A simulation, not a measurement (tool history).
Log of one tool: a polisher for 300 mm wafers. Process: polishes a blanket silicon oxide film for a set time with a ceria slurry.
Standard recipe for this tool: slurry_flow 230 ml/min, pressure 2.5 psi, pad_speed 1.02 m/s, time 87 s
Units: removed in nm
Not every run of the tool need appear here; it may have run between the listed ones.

run     day  slurry_flow  pressure  pad_speed  time  wafers since the last listed run  wafers polished on this pad  hours since the slurry nozzle was cleaned  hours since the head pressure was calibrated  incoming thickness of the incoming film, nm  removed
  1   0.000          230       2.5       1.02    87                                 0                          424                                      270.6                                         269.0                                        965.0    280.1
  2   4.196          230       2.5       1.02    87                               876                         1300                                      371.3                                         369.7                                        963.5    285.9
  3   6.742          230       2.3       1.02    87                               531                         1831                                      432.4                                         430.8                                        981.9    263.0
  4   9.162          230       2.3       1.02    87                               505                         2337                                      490.5                                         488.9                                        968.8    254.3
  5  11.262          230       2.3       1.02    87                               438                         2775                                      540.9                                         539.3                                        949.4    259.0
     12.788  -- worn pad replaced by a new one
  6  14.629          175       2.5       1.02    87                               668                          384                                      621.7                                         620.1                                        989.5    266.5
     18.567  -- slurry nozzle cleaned
  7  18.629          175       2.5       1.02    87                               826                         1211                                        1.5                                         716.1                                        982.0    259.5
  8  21.750          175       2.5       1.02    87                               651                         1862                                       76.4                                         791.0                                        963.7    251.4
     25.096  -- head pressure recalibrated
  9  25.562          230       2.5       1.02    87                               778                         2641                                      167.9                                          11.2                                        973.2    260.6
     27.633  -- worn pad replaced by a new one
 10  28.500          230       2.5       1.02    87                               578                          180                                      238.4                                          81.7                                        965.0    259.9
 11  31.521          230       2.5       1.02    80                               630                          811                                      310.9                                         154.2                                        970.1    238.8
 12  34.892          230       2.5       1.02    80                               703                         1515                                      391.8                                         235.1                                        975.6    238.1
 13  37.112          230       2.5       1.02    80                               463                         1978                                      445.1                                         288.4                                        974.0    238.0
     38.021  -- slurry nozzle cleaned, repeated, since the last time left the tool worse
 14  40.333          230       2.5       1.30    62                               663                         2642                                       55.5                                         365.7                                        973.7    250.9
 15  44.621          230       2.5       1.02    87                               895                         3537                                      158.4                                         468.6                                        957.9    286.8
     45.125  -- worn pad replaced by a new one
 16  49.000          230       2.7       1.02    87                               879                          809                                      263.5                                         573.7                                        966.3    306.6
 17  51.362          280       2.5       1.02   104                               493                         1302                                      320.2                                         630.4                                        962.3    349.9
 18  54.562          230       2.5       1.02    87                               668                         1970                                      397.0                                         707.2                                        986.6    282.9
 19  56.142          230       2.9       1.16    87                               329                         2300                                      434.9                                         745.1                                        978.3    359.3
     57.567  -- head pressure recalibrated
 20  58.712          175       2.5       1.02    96                               519                         2819                                      496.6                                          27.5                                        973.9    300.9
     59.308  -- worn pad replaced by a new one
 21  60.217          165       2.5       1.02   100                               279                          189                                      532.7                                          63.6                                        983.3    305.4
 22  64.408          230       2.5       1.02    87                               875                         1064                                      633.3                                         164.2                                        979.8    278.8
 23  67.462          230       2.5       1.02    87                               637                         1702                                      706.6                                         237.5                                        969.1    283.9
     68.150  -- slurry nozzle cleaned
 24  69.775          230       2.7       1.02    87                               474                         2176                                       39.0                                         293.0                                        953.5    317.1
 25  73.196          295       2.2       0.80    77                               714                         2890                                      121.1                                         375.1                                        983.2    194.5
     74.800  -- worn pad replaced by a new one
 26  74.883          155       2.5       1.02    99                               317                           17                                      161.6                                         415.6                                        969.7    302.4
 27  78.004          180       2.5       1.28    99                               651                          669                                      236.5                                         490.5                                        966.4    364.7

Branching from run 27: 5 alternative next runs. What would each branch give?
  A  78.021          230       2.5       1.02    87                                 3                          672                                      236.9                                         490.9                                        985.8        ?
  B  78.021          230       2.5       1.20    87                                 3                          672                                      236.9                                         490.9                                        985.8        ?
  C  78.021          230       2.5       0.88    63                                 3                          672                                      236.9                                         490.9                                        985.8        ?
  D  78.021          230       2.5       1.02   103                                 3                          672                                      236.9                                         490.9                                        985.8        ?
  E  78.021          305       2.5       1.02    87                                 3                          672                                      236.9                                         490.9                                        985.8        ?

run  removed
  A    286.0
  B    322.6
  C    186.6
  D    338.7
  E    296.0
With the hidden condition removed and each run's random variation left untouched, the same runs would have given:
run  removed
  A    291.6
  B    328.8
  C    190.1
  D    345.2
  E    300.3

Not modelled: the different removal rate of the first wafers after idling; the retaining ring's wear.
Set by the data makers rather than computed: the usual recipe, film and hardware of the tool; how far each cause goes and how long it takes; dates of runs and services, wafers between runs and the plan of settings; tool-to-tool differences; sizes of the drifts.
